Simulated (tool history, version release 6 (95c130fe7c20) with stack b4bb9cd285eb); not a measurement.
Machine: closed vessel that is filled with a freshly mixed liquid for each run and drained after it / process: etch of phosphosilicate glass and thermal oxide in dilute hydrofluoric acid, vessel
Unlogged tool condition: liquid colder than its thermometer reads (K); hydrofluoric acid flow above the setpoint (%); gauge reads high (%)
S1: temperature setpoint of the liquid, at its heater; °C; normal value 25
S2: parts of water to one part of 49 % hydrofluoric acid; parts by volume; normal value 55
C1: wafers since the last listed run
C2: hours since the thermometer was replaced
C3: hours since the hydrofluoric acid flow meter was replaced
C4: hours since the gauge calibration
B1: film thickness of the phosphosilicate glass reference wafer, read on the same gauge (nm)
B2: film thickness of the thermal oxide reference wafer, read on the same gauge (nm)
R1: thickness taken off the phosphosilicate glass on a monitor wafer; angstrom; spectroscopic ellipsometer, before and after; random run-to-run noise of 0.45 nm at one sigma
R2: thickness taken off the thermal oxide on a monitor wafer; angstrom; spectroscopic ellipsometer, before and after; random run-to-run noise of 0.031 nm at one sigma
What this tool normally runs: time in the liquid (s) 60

run 1 hour=0 | S1=29 S2=55 time_in_the_liquid_(s)=60 | C1=0 C2=512.8 C3=1596.2 C4=1483.8 | B1=120.02 B2=129.99 | R1=950.1 R2=70.7
run 2 hour=51.2 | S1=25 S2=55 time_in_the_liquid_(s)=65 | C1=4022 C2=564 C3=1647.4 C4=1535 | B1=120.01 B2=129.98 | R1=884 R2=66.1
run 3 hour=79.2 | S1=25 S2=55 time_in_the_liquid_(s)=65 | C1=2199 C2=592 C3=1675.4 C4=1563 | B1=119.99 B2=129.99 | R1=872.1 R2=66.1
run 4 hour=148.7 | S1=25 S2=55 time_in_the_liquid_(s)=65 | C1=5459 C2=661.5 C3=1744.9 C4=1632.5 | B1=119.96 B2=130.02 | R1=878.7 R2=66
run 5 hour=216.3 | S1=25 S2=55 time_in_the_liquid_(s)=40 | C1=5310 C2=729.1 C3=1812.5 C4=1700.1 | B1=119.99 B2=130.02 | R1=538.7 R2=41.1
run 6 hour=264.7 | S1=25 S2=55 time_in_the_liquid_(s)=40 | C1=3802 C2=777.5 C3=1860.9 C4=1748.5 | B1=119.97 B2=130.03 | R1=537 R2=40.8
run 7 hour=311.3 | S1=25 S2=55 time_in_the_liquid_(s)=40 | C1=3660 C2=824.1 C3=1907.5 C4=1795.1 | B1=119.97 B2=130.01 | R1=544.1 R2=41.1
run 8 hour=335.9 | S1=27.5 S2=55 time_in_the_liquid_(s)=60 | C1=1932 C2=848.7 C3=1932.1 C4=1819.7 | B1=119.98 B2=129.98 | R1=905.3 R2=68.7
-- hour=388.4 gauge calibrated
run 9 hour=398.9 | S1=25 S2=55 time_in_the_liquid_(s)=60 | C1=4949 C2=911.7 C3=1995.1 C4=10.5 | B1=119.99 B2=129.97 | R1=814.6 R2=61.1
run 10 hour=570.5 | S1=25 S2=55 time_in_the_liquid_(s)=60 | C1=13481 C2=1083.3 C3=2166.7 C4=182.1 | B1=120.01 B2=130.01 | R1=822.8 R2=61.8
run 11 hour=629 | S1=30 S2=55 time_in_the_liquid_(s)=60 | C1=4595 C2=1141.8 C3=2225.2 C4=240.6 | B1=120 B2=129.95 | R1=996.7 R2=76.2
run 12 hour=673.1 | S1=27.5 S2=55 time_in_the_liquid_(s)=80 | C1=3464 C2=1185.9 C3=2269.3 C4=284.7 | B1=120.05 B2=130.03 | R1=1214.2 R2=91.5
run 13 hour=730.7 | S1=27.5 S2=45 time_in_the_liquid_(s)=45 | C1=4525 C2=1243.5 C3=2326.9 C4=342.3 | B1=119.98 B2=129.99 | R1=851 R2=63.7
-- hour=744.4 hydrofluoric acid flow meter replaced
run 14 hour=767.6 | S1=21.5 S2=65 time_in_the_liquid_(s)=40 | C1=2820 C2=1280.4 C3=23.2 C4=379.2 | B1=120 B2=130.03 | R1=418.8 R2=31.8
run 15 hour=834.1 | S1=29.5 S2=55 time_in_the_liquid_(s)=60 | C1=5224 C2=1346.9 C3=89.7 C4=445.7 | B1=120.01 B2=129.99 | R1=1031.7 R2=79.2
run 16 hour=878.1 | S1=25 S2=55 time_in_the_liquid_(s)=60 | C1=3456 C2=1390.9 C3=133.7 C4=489.7 | B1=120.01 B2=129.99 | R1=869.4 R2=65.8
run 17 hour=919.8 | S1=28.5 S2=80 time_in_the_liquid_(s)=60 | C1=3275 C2=1432.6 C3=175.4 C4=531.4 | B1=119.99 B2=130 | R1=665 R2=50.6
run 18 hour=959.4 | S1=25 S2=55 time_in_the_liquid_(s)=60 | C1=3111 C2=1472.2 C3=215 C4=571 | B1=120.02 B2=130 | R1=874.8 R2=65.9
-- hour=978.9 thermometer replaced
run 19 hour=1012.4 | S1=25 S2=55 time_in_the_liquid_(s)=60 | C1=4085 C2=33.5 C3=268 C4=624 | B1=119.99 B2=130 | R1=873.4 R2=65.6
run 20 hour=1044.5 | S1=22.5 S2=40 time_in_the_liquid_(s)=50 | C1=2521 C2=65.6 C3=300.1 C4=656.1 | B1=120.04 B2=129.98 | R1=919.7 R2=69.1
run 21 hour=1097.6 | S1=22.5 S2=40 time_in_the_liquid_(s)=50 | C1=4171 C2=118.7 C3=353.2 C4=709.2 | B1=120.02 B2=130.01 | R1=913.7 R2=69.8
run 22 hour=1133.2 | S1=28 S2=55 time_in_the_liquid_(s)=60 | C1=2796 C2=154.3 C3=388.8 C4=744.8 | B1=120.02 B2=130 | R1=999.6 R2=75.6
-- hour=1174.4 hydrofluoric acid flow meter replaced, repeated, since the last time left the tool worse
run 23 hour=1323.1 | S1=27 S2=55 time_in_the_liquid_(s)=50 | C1=14840 C2=344.2 C3=148.7 C4=934.7 | B1=120.01 B2=130 | R1=698.7 R2=52.8
run 24 hour=1389.8 | S1=20.5 S2=70 time_in_the_liquid_(s)=95 | C1=5240 C2=410.9 C3=215.4 C4=1001.4 | B1=119.99 B2=129.99 | R1=784 R2=59.8
run 25 hour=1431.5 | S1=25 S2=55 time_in_the_liquid_(s)=60 | C1=3275 C2=452.6 C3=257.1 C4=1043.1 | B1=119.99 B2=129.99 | R1=765.5 R2=58.9
run 26 hour=1513.2 | S1=29 S2=55 time_in_the_liquid_(s)=70 | C1=6418 C2=534.3 C3=338.8 C4=1124.8 | B1=120 B2=129.99 | R1=1074.5 R2=80.6

Predict each of these 3 candidate next runs independently; none follows another, all start after run 26:
run A hour=1513.9 | S1=25 S2=55 time_in_the_liquid_(s)=60 | C1=54 C2=535 C3=339.5 C4=1125.5 | B1=? B2=? | R1=? R2=?
run B hour=1513.9 | S1=21 S2=55 time_in_the_liquid_(s)=95 | C1=54 C2=535 C3=339.5 C4=1125.5 | B1=? B2=? | R1=? R2=?
run C hour=1513.9 | S1=27 S2=55 time_in_the_liquid_(s)=60 | C1=54 C2=535 C3=339.5 C4=1125.5 | B1=? B2=? | R1=? R2=?

run=A B1=120 B2=130 R1=775.9 R2=58.6
run=B B1=120 B2=130 R1=1041.2 R2=78.7
run=C B1=120 B2=130 R1=841.1 R2=63.6
Take away the tool's hidden state, keep each run's random variation, and the runs would have read:
run=A R1=766.2 R2=57.9
run=B R1=1028.3 R2=77.7
run=C R1=830.6 R2=62.8
